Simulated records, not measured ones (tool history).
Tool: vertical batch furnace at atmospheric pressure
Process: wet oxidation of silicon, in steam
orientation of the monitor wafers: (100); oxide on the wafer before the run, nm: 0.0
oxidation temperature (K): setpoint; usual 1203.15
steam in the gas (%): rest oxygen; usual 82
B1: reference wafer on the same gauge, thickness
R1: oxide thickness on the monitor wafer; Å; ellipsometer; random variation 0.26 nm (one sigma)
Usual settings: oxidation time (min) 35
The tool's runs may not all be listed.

run 1 day=0 | oxidation_temperature_(K)=1203.15 oxidation_time_(min)=35 steam_in_the_gas_(%)=82 | B1=116.05 | R1=1119.1
run 2 day=1.629 | oxidation_temperature_(K)=1203.15 oxidation_time_(min)=35 steam_in_the_gas_(%)=82 | B1=115.97 | R1=1126.9
run 3 day=5.329 | oxidation_temperature_(K)=1213.15 oxidation_time_(min)=47 steam_in_the_gas_(%)=82 | B1=116.07 | R1=1625.3
run 4 day=10 | oxidation_temperature_(K)=1203.15 oxidation_time_(min)=35 steam_in_the_gas_(%)=82 | B1=115.93 | R1=1118.8
run 5 day=12.104 | oxidation_temperature_(K)=1203.15 oxidation_time_(min)=35 steam_in_the_gas_(%)=82 | B1=116.06 | R1=1117.3
run 6 day=15.904 | oxidation_temperature_(K)=1203.15 oxidation_time_(min)=35 steam_in_the_gas_(%)=82 | B1=116.09 | R1=1117.5
run 7 day=18.925 | oxidation_temperature_(K)=1203.15 oxidation_time_(min)=35 steam_in_the_gas_(%)=82 | B1=116.06 | R1=1111.8
-- day=20.179 thermocouples replaced and temperature profile calibrated
run 8 day=21.688 | oxidation_temperature_(K)=1203.15 oxidation_time_(min)=35 steam_in_the_gas_(%)=82 | B1=116.02 | R1=1115.4
run 9 day=23.95 | oxidation_temperature_(K)=1213.15 oxidation_time_(min)=35 steam_in_the_gas_(%)=82 | B1=115.93 | R1=1248
run 10 day=25.521 | oxidation_temperature_(K)=1213.15 oxidation_time_(min)=35 steam_in_the_gas_(%)=82 | B1=116.09 | R1=1251.5
-- day=27.158 steam generator serviced
run 11 day=28.942 | oxidation_temperature_(K)=1221.15 oxidation_time_(min)=35 steam_in_the_gas_(%)=78 | B1=115.99 | R1=1343
run 12 day=32.325 | oxidation_temperature_(K)=1179.15 oxidation_time_(min)=35 steam_in_the_gas_(%)=82 | B1=115.95 | R1=839.2
-- day=33.367 gauge calibrated
run 13 day=36.371 | oxidation_temperature_(K)=1203.15 oxidation_time_(min)=23 steam_in_the_gas_(%)=94 | B1=116.03 | R1=880.7
run 14 day=39.762 | oxidation_temperature_(K)=1203.15 oxidation_time_(min)=35 steam_in_the_gas_(%)=82 | B1=116.01 | R1=1135.9
run 15 day=42.912 | oxidation_temperature_(K)=1203.15 oxidation_time_(min)=52 steam_in_the_gas_(%)=92 | B1=115.94 | R1=1777.7
run 16 day=44.892 | oxidation_temperature_(K)=1210.15 oxidation_time_(min)=35 steam_in_the_gas_(%)=73 | B1=116.01 | R1=1111
run 17 day=47.021 | oxidation_temperature_(K)=1203.15 oxidation_time_(min)=48 steam_in_the_gas_(%)=71 | B1=115.98 | R1=1324.5
run 18 day=51.183 | oxidation_temperature_(K)=1220.15 oxidation_time_(min)=35 steam_in_the_gas_(%)=88 | B1=116.14 | R1=1467.2
run 19 day=53.3 | oxidation_temperature_(K)=1203.15 oxidation_time_(min)=35 steam_in_the_gas_(%)=82 | B1=116.08 | R1=1138.2
run 20 day=57.608 | oxidation_temperature_(K)=1203.15 oxidation_time_(min)=35 steam_in_the_gas_(%)=82 | B1=115.97 | R1=1138.4

Some steps in R1 between neighbouring runs. How much of each would the tool show without its hidden state too (settings, what came in, random variation), and how much is left for the hidden state, with any gauge scatter that isn't in both results?
The hidden state here: true tube temperature minus thermocouple reading, K; steam share off its setpoint, % of the setpoint; gauge reads high (%).
Run 2 -> 3: oxidation temperature (K) 1203.15 -> 1213.15, oxidation time (min) 35 -> 47. R1 +498.4 Å: hidden state -8.6, all else +507.
Run 10 -> 11: oxidation temperature (K) 1213.15 -> 1221.15, steam in the gas (%) 82 -> 78, steam generator serviced. R1 +91.5 Å: hidden state +29.6, all else +61.9.
Run 14 -> 15: oxidation time (min) 35 -> 52, steam in the gas (%) 82 -> 92. R1 +641.8 Å: hidden state -1.8, all else +643.6.
Run 15 -> 16: oxidation temperature (K) 1203.15 -> 1210.15, oxidation time (min) 52 -> 35, steam in the gas (%) 92 -> 73. R1 -666.7 Å: hidden state +1.4, all else -668.1.
